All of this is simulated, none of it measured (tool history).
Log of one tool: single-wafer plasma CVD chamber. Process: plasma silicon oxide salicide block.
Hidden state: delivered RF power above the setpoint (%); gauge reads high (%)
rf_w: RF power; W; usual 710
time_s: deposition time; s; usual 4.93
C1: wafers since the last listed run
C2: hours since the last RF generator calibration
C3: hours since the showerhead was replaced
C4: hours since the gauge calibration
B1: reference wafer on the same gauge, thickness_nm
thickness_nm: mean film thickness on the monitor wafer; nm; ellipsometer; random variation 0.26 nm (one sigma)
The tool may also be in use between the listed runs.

{"run": 1, "hour": 0.0, "rf_w": 710, "time_s": 4.93, "C1": 0, "C2": 69.8, "C3": 4141.5, "C4": 499.0, "B1": 51.641, "thickness_nm": 53.904}
{"run": 2, "hour": 107.7, "rf_w": 785, "time_s": 5.4, "C1": 5656, "C2": 177.5, "C3": 4249.2, "C4": 606.7, "B1": 51.599, "thickness_nm": 60.518}
{"run": 3, "hour": 208.1, "rf_w": 785, "time_s": 5.4, "C1": 5272, "C2": 277.9, "C3": 4349.6, "C4": 707.1, "B1": 51.611, "thickness_nm": 60.625}
{"run": 4, "hour": 514.1, "rf_w": 785, "time_s": 5.4, "C1": 16070, "C2": 583.9, "C3": 4655.6, "C4": 1013.1, "B1": 51.589, "thickness_nm": 60.141}
{"run": 5, "hour": 609.0, "rf_w": 710, "time_s": 4.93, "C1": 4984, "C2": 678.8, "C3": 4750.5, "C4": 1108.0, "B1": 51.604, "thickness_nm": 53.098}
{"run": 6, "hour": 710.2, "rf_w": 710, "time_s": 4.93, "C1": 5314, "C2": 780.0, "C3": 4851.7, "C4": 1209.2, "B1": 51.593, "thickness_nm": 53.157}
{"run": 7, "hour": 777.0, "rf_w": 710, "time_s": 4.93, "C1": 3508, "C2": 846.8, "C3": 4918.5, "C4": 1276.0, "B1": 51.628, "thickness_nm": 53.21}
{"run": 8, "hour": 849.9, "rf_w": 710, "time_s": 4.93, "C1": 3828, "C2": 919.7, "C3": 4991.4, "C4": 1348.9, "B1": 51.577, "thickness_nm": 53.135}
{"run": 9, "hour": 899.9, "rf_w": 710, "time_s": 4.93, "C1": 2625, "C2": 969.7, "C3": 5041.4, "C4": 1398.9, "B1": 51.618, "thickness_nm": 52.806}
{"run": 10, "hour": 959.7, "rf_w": 710, "time_s": 4.93, "C1": 3140, "C2": 1029.5, "C3": 5101.2, "C4": 1458.7, "B1": 51.593, "thickness_nm": 52.661}
{"run": 11, "hour": 1017.4, "rf_w": 710, "time_s": 4.93, "C1": 3030, "C2": 1087.2, "C3": 5158.9, "C4": 1516.4, "B1": 51.595, "thickness_nm": 52.338}
{"hour": 1026.1, "done": "showerhead replaced"}
{"run": 12, "hour": 1064.7, "rf_w": 770, "time_s": 4.17, "C1": 2063, "C2": 1134.5, "C3": 38.6, "C4": 1563.7, "B1": 51.612, "thickness_nm": 45.506}
{"hour": 1079.2, "done": "RF generator calibrated"}
{"run": 13, "hour": 1153.6, "rf_w": 605, "time_s": 4.93, "C1": 4248, "C2": 74.4, "C3": 127.5, "C4": 1652.6, "B1": 51.588, "thickness_nm": 51.851}
{"run": 14, "hour": 1223.1, "rf_w": 640, "time_s": 4.62, "C1": 3650, "C2": 143.9, "C3": 197.0, "C4": 1722.1, "B1": 51.595, "thickness_nm": 49.198}
{"run": 15, "hour": 1287.5, "rf_w": 610, "time_s": 4.07, "C1": 3382, "C2": 208.3, "C3": 261.4, "C4": 1786.5, "B1": 51.623, "thickness_nm": 42.522}
{"run": 16, "hour": 1384.6, "rf_w": 640, "time_s": 5.58, "C1": 5099, "C2": 305.4, "C3": 358.5, "C4": 1883.6, "B1": 51.591, "thickness_nm": 58.803}
{"hour": 1428.9, "done": "gauge calibrated"}
{"run": 17, "hour": 1489.2, "rf_w": 570, "time_s": 4.93, "C1": 5493, "C2": 410.0, "C3": 463.1, "C4": 60.3, "B1": 51.587, "thickness_nm": 50.155}
{"run": 18, "hour": 1573.7, "rf_w": 770, "time_s": 4.93, "C1": 4437, "C2": 494.5, "C3": 547.6, "C4": 144.8, "B1": 51.619, "thickness_nm": 55.03}
{"run": 19, "hour": 1744.9, "rf_w": 710, "time_s": 4.93, "C1": 8991, "C2": 665.7, "C3": 718.8, "C4": 316.0, "B1": 51.574, "thickness_nm": 53.327}

Run 20 comes next. What will it give?
{"run": 20, "hour": 1837.2, "rf_w": 710, "time_s": 4.5, "C1": 4847, "C2": 758.0, "C3": 811.1, "C4": 408.3, "B1": "?", "thickness_nm": "?"}

B1: 51.603
thickness_nm: 48.804 nm
Without the tool's hidden state the same run would have given thickness_nm 49.521 nm.
